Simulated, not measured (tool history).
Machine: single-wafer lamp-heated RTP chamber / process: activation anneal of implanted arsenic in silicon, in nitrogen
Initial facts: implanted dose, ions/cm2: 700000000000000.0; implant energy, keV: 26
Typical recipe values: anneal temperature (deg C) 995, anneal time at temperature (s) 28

run	hour	anneal temperature (deg C)	anneal time at temperature (s)	read-back reference wafer on the same gauge, sheet resistance	sheet resistance of the implanted and annealed layer (ohm/square)
1	0	995	22	127	144
# hour 117.5: pyrometer window cleaned and pyrometer calibrated
2	166.9	995	22	127.08	143.37
3	219	995	22	126.99	143.2
4	247.6	975	24	127.03	144.71
# hour 270.3: pyrometer window cleaned and pyrometer calibrated
# hour 288.4: reflector plate cleaned
5	294.1	995	28	127.01	143.77
6	359.2	1006	28	126.99	140.84
# hour 400.1: gauge calibrated
7	403.8	1006	28	127.03	141.05
# hour 455.2: pyrometer window cleaned and pyrometer calibrated
8	469.4	980	40	126.97	143.28
9	513.5	1021	45	126.99	136.7
10	582.6	995	28	126.94	142.03
11	611.5	995	19	127.02	143.85
# hour 638.3: pyrometer window cleaned and pyrometer calibrated
12	671.9	995	28	127.01	142.53
13	713.6	979	36	126.97	143
14	748.3	1007	41	127.04	138.26

Consider 4 possible next runs. They are alternatives, not a sequence: every one starts from the tool as it was left by run 14. What does each give?
A	748.7	984	28	?	?
B	748.7	995	42	?	?
C	748.7	995	14	?	?
D	748.7	1006	22	?	?

run	read-back reference wafer on the same gauge, sheet resistance	sheet resistance of the implanted and annealed layer (ohm/square)
A	126.99	142.81
B	126.99	139.35
C	126.99	145.01
D	126.99	141.47
Without the tool's hidden state the same runs would have given:
run	sheet resistance of the implanted and annealed layer (ohm/square)
A	145.46
B	141.93
C	147.57
D	143.88

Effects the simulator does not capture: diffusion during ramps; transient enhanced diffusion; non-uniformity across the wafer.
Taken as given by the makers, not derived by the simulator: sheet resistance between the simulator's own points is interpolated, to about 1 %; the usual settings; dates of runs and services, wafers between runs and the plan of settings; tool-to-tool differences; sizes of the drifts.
